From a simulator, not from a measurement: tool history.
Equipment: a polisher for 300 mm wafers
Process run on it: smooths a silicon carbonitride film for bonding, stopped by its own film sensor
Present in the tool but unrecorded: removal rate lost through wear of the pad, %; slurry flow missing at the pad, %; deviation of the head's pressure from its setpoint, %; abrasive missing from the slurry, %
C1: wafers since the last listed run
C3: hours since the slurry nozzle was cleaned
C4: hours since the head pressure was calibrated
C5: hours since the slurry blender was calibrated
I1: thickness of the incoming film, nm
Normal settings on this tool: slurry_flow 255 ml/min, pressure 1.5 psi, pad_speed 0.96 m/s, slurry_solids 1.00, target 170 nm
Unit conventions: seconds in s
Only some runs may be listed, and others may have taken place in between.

{"run": 1, "day": 0.0, "slurry_flow": 255, "pressure": 1.5, "pad_speed": 0.96, "slurry_solids": 1.0, "target": 170, "C1": 0, "wafers polished on this pad": 2024, "C3": 639.5, "C4": 275.5, "C5": 218.8, "I1": 198.7, "seconds": 157.6}
{"run": 2, "day": 2.65, "slurry_flow": 255, "pressure": 1.5, "pad_speed": 0.96, "slurry_solids": 1.0, "target": 170, "C1": 283, "wafers polished on this pad": 2307, "C3": 703.1, "C4": 339.1, "C5": 282.4, "I1": 199.2, "seconds": 164.5}
{"run": 3, "day": 4.592, "slurry_flow": 255, "pressure": 1.5, "pad_speed": 0.96, "slurry_solids": 1.0, "target": 170, "C1": 207, "wafers polished on this pad": 2514, "C3": 749.7, "C4": 385.7, "C5": 329.0, "I1": 197.3, "seconds": 157.2}
{"day": 5.458, "done": "slurry nozzle cleaned"}
{"day": 5.6, "done": "worn pad replaced by a new one, repeated, since the last time left the tool worse"}
{"run": 4, "day": 8.283, "slurry_flow": 255, "pressure": 1.5, "pad_speed": 0.84, "slurry_solids": 1.0, "target": 170, "C1": 375, "wafers polished on this pad": 286, "C3": 67.8, "C4": 474.3, "C5": 417.6, "I1": 198.9, "seconds": 151.0}
{"run": 5, "day": 11.146, "slurry_flow": 255, "pressure": 1.5, "pad_speed": 0.96, "slurry_solids": 1.0, "target": 170, "C1": 305, "wafers polished on this pad": 592, "C3": 136.5, "C4": 543.0, "C5": 486.3, "I1": 200.3, "seconds": 143.0}
{"day": 14.367, "done": "head pressure recalibrated"}
{"run": 6, "day": 14.612, "slurry_flow": 255, "pressure": 1.5, "pad_speed": 0.96, "slurry_solids": 1.0, "target": 170, "C1": 361, "wafers polished on this pad": 954, "C3": 219.7, "C4": 5.9, "C5": 569.5, "I1": 200.1, "seconds": 146.6}
{"run": 7, "day": 18.917, "slurry_flow": 255, "pressure": 1.5, "pad_speed": 0.96, "slurry_solids": 1.0, "target": 170, "C1": 459, "wafers polished on this pad": 1413, "C3": 323.0, "C4": 109.2, "C5": 672.8, "I1": 198.3, "seconds": 144.6}
{"run": 8, "day": 21.708, "slurry_flow": 315, "pressure": 1.5, "pad_speed": 1.08, "slurry_solids": 1.2, "target": 162, "C1": 298, "wafers polished on this pad": 1712, "C3": 390.0, "C4": 176.2, "C5": 739.8, "I1": 200.1, "seconds": 154.8}
{"day": 23.175, "done": "slurry blender recalibrated"}
{"run": 9, "day": 24.079, "slurry_flow": 255, "pressure": 1.5, "pad_speed": 0.96, "slurry_solids": 0.8, "target": 170, "C1": 244, "wafers polished on this pad": 1956, "C3": 446.9, "C4": 233.1, "C5": 21.7, "I1": 202.6, "seconds": 186.9}
{"run": 10, "day": 26.371, "slurry_flow": 255, "pressure": 1.5, "pad_speed": 0.96, "slurry_solids": 1.0, "target": 178, "C1": 244, "wafers polished on this pad": 2201, "C3": 501.9, "C4": 288.1, "C5": 76.7, "I1": 197.1, "seconds": 97.7}
{"run": 11, "day": 29.162, "slurry_flow": 335, "pressure": 1.2, "pad_speed": 1.22, "slurry_solids": 1.0, "target": 176, "C1": 298, "wafers polished on this pad": 2499, "C3": 568.9, "C4": 355.1, "C5": 143.7, "I1": 199.1, "seconds": 123.8}
{"day": 29.921, "done": "worn pad replaced by a new one"}
{"run": 12, "day": 31.312, "slurry_flow": 255, "pressure": 1.5, "pad_speed": 0.96, "slurry_solids": 1.0, "target": 170, "C1": 211, "wafers polished on this pad": 148, "C3": 620.5, "C4": 406.7, "C5": 195.3, "I1": 198.1, "seconds": 138.7}
{"run": 13, "day": 35.683, "slurry_flow": 255, "pressure": 1.9, "pad_speed": 0.7, "slurry_solids": 0.9, "target": 165, "C1": 467, "wafers polished on this pad": 615, "C3": 725.4, "C4": 511.6, "C5": 300.2, "I1": 199.7, "seconds": 177.6}
{"day": 36.438, "done": "slurry nozzle cleaned"}
{"run": 14, "day": 38.362, "slurry_flow": 255, "pressure": 1.5, "pad_speed": 0.96, "slurry_solids": 1.0, "target": 170, "C1": 281, "wafers polished on this pad": 897, "C3": 46.2, "C4": 575.9, "C5": 364.5, "I1": 200.1, "seconds": 148.5}
{"run": 15, "day": 40.433, "slurry_flow": 255, "pressure": 1.5, "pad_speed": 0.96, "slurry_solids": 1.2, "target": 170, "C1": 221, "wafers polished on this pad": 1118, "C3": 95.9, "C4": 625.6, "C5": 414.2, "I1": 202.3, "seconds": 144.3}
{"day": 44.129, "done": "head pressure recalibrated"}
{"run": 16, "day": 44.304, "slurry_flow": 255, "pressure": 1.5, "pad_speed": 0.96, "slurry_solids": 1.0, "target": 163, "C1": 404, "wafers polished on this pad": 1523, "C3": 188.8, "C4": 4.2, "C5": 507.1, "I1": 198.7, "seconds": 174.6}
{"run": 17, "day": 46.292, "slurry_flow": 255, "pressure": 1.5, "pad_speed": 0.96, "slurry_solids": 1.0, "target": 170, "C1": 212, "wafers polished on this pad": 1735, "C3": 236.5, "C4": 51.9, "C5": 554.8, "I1": 199.9, "seconds": 148.1}
{"run": 18, "day": 50.521, "slurry_flow": 255, "pressure": 1.5, "pad_speed": 0.96, "slurry_solids": 1.2, "target": 170, "C1": 451, "wafers polished on this pad": 2187, "C3": 338.0, "C4": 153.4, "C5": 656.3, "I1": 195.8, "seconds": 116.1}
{"day": 50.654, "done": "slurry blender recalibrated"}
{"run": 19, "day": 53.225, "slurry_flow": 255, "pressure": 1.5, "pad_speed": 0.96, "slurry_solids": 1.0, "target": 170, "C1": 280, "wafers polished on this pad": 2467, "C3": 402.9, "C4": 218.3, "C5": 61.7, "I1": 200.4, "seconds": 157.1}
{"run": 20, "day": 55.95, "slurry_flow": 255, "pressure": 1.5, "pad_speed": 0.82, "slurry_solids": 0.8, "target": 173, "C1": 291, "wafers polished on this pad": 2758, "C3": 468.3, "C4": 283.7, "C5": 127.1, "I1": 201.8, "seconds": 187.9}
{"day": 56.933, "done": "worn pad replaced by a new one"}
{"run": 21, "day": 60.396, "slurry_flow": 305, "pressure": 1.5, "pad_speed": 0.96, "slurry_solids": 1.0, "target": 170, "C1": 457, "wafers polished on this pad": 370, "C3": 575.0, "C4": 390.4, "C5": 233.8, "I1": 200.2, "seconds": 144.7}
{"run": 22, "day": 62.796, "slurry_flow": 205, "pressure": 2.0, "pad_speed": 0.7, "slurry_solids": 1.0, "target": 170, "C1": 256, "wafers polished on this pad": 626, "C3": 632.6, "C4": 448.0, "C5": 291.4, "I1": 198.6, "seconds": 134.5}
{"day": 68.142, "done": "slurry nozzle cleaned"}
{"day": 74.275, "done": "head pressure recalibrated"}
{"run": 23, "day": 74.296, "slurry_flow": 195, "pressure": 1.5, "pad_speed": 0.96, "slurry_solids": 1.0, "target": 170, "C1": 1215, "wafers polished on this pad": 1841, "C3": 147.7, "C4": 0.5, "C5": 567.4, "I1": 199.4, "seconds": 152.1}
{"run": 24, "day": 75.817, "slurry_flow": 255, "pressure": 1.5, "pad_speed": 0.96, "slurry_solids": 1.0, "target": 170, "C1": 162, "wafers polished on this pad": 2004, "C3": 184.2, "C4": 37.0, "C5": 603.9, "I1": 200.0, "seconds": 150.6}
{"run": 25, "day": 78.067, "slurry_flow": 200, "pressure": 1.5, "pad_speed": 0.96, "slurry_solids": 0.85, "target": 170, "C1": 240, "wafers polished on this pad": 2244, "C3": 238.2, "C4": 91.0, "C5": 657.9, "I1": 199.2, "seconds": 168.6}
{"day": 78.671, "done": "slurry blender recalibrated"}
{"run": 26, "day": 79.692, "slurry_flow": 255, "pressure": 1.8, "pad_speed": 1.06, "slurry_solids": 1.0, "target": 170, "C1": 164, "wafers polished on this pad": 2409, "C3": 277.2, "C4": 130.0, "C5": 24.5, "I1": 198.2, "seconds": 113.5}
{"run": 27, "day": 83.367, "slurry_flow": 255, "pressure": 1.5, "pad_speed": 0.96, "slurry_solids": 1.0, "target": 170, "C1": 392, "wafers polished on this pad": 2802, "C3": 365.4, "C4": 218.2, "C5": 112.7, "I1": 199.9, "seconds": 157.7}
{"day": 84.838, "done": "worn pad replaced by a new one"}
{"run": 28, "day": 87.854, "slurry_flow": 255, "pressure": 1.5, "pad_speed": 0.96, "slurry_solids": 1.0, "target": 170, "C1": 461, "wafers polished on this pad": 322, "C3": 473.1, "C4": 325.9, "C5": 220.4, "I1": 199.7, "seconds": 142.9}
{"run": 29, "day": 89.858, "slurry_flow": 225, "pressure": 1.5, "pad_speed": 0.96, "slurry_solids": 1.0, "target": 170, "C1": 214, "wafers polished on this pad": 536, "C3": 521.2, "C4": 374.0, "C5": 268.5, "I1": 196.6, "seconds": 131.8}

What differs in the tool's unlogged condition from the final listed run ahead of each entry between runs to the first listed run following it?
In the gap between runs 3 and 4: slurry nozzle cleaned (day 5.458); worn pad replaced by a new one, repeated, since the last time left the tool worse (day 5.600)
  removal rate lost through wear of the pad, %: 15.5 -> 0.194
  the result without the hidden state subtracted from the measured one, seconds: +24.4 -> +0.3 s
In the gap between runs 5 and 6: head pressure recalibrated (day 14.367)
  removal rate lost through wear of the pad, %: 0.398 -> 0.836
  the result without the hidden state subtracted from the measured one, seconds: +0.6 -> +1.3 s
In the gap between runs 8 and 9: slurry blender recalibrated (day 23.175)
  removal rate lost through wear of the pad, %: 2.38 -> 3.09
  the result without the hidden state subtracted from the measured one, seconds: +3.7 -> +5.8 s
In the gap between runs 11 and 12: worn pad replaced by a new one (day 29.921)
  removal rate lost through wear of the pad, %: 4.95 -> 0.0421
  the result without the hidden state subtracted from the measured one, seconds: +6.1 -> +0.1 s
In the gap between runs 13 and 14: slurry nozzle cleaned (day 36.438)
  removal rate lost through wear of the pad, %: 0.313 -> 0.643
  the result without the hidden state subtracted from the measured one, seconds: +0.6 -> +0.9 s
In the gap between runs 15 and 16: head pressure recalibrated (day 44.129)
  removal rate lost through wear of the pad, %: 0.983 -> 1.82
  the result without the hidden state subtracted from the measured one, seconds: +1.4 -> +3.2 s
In the gap between runs 18 and 19: slurry blender recalibrated (day 50.654)
  removal rate lost through wear of the pad, %: 3.7 -> 4.73
  the result without the hidden state subtracted from the measured one, seconds: +4.3 -> +7.4 s
In the gap between runs 20 and 21: worn pad replaced by a new one (day 56.933)
  removal rate lost through wear of the pad, %: 5.9 -> 0.122
  the result without the hidden state subtracted from the measured one, seconds: +11.1 -> +0.2 s
In the gap between runs 22 and 23: slurry nozzle cleaned (day 68.142); head pressure recalibrated (day 74.275)
  removal rate lost through wear of the pad, %: 0.316 -> 2.63
  the result without the hidden state subtracted from the measured one, seconds: +0.5 -> +4.0 s
In the gap between runs 25 and 26: slurry blender recalibrated (day 78.671)
  removal rate lost through wear of the pad, %: 3.89 -> 4.51
  the result without the hidden state subtracted from the measured one, seconds: +6.6 -> +5.1 s
In the gap between runs 27 and 28: worn pad replaced by a new one (day 84.838)
  removal rate lost through wear of the pad, %: 6.08 -> 0.269
  the result without the hidden state subtracted from the measured one, seconds: +9.6 -> +0.4 s

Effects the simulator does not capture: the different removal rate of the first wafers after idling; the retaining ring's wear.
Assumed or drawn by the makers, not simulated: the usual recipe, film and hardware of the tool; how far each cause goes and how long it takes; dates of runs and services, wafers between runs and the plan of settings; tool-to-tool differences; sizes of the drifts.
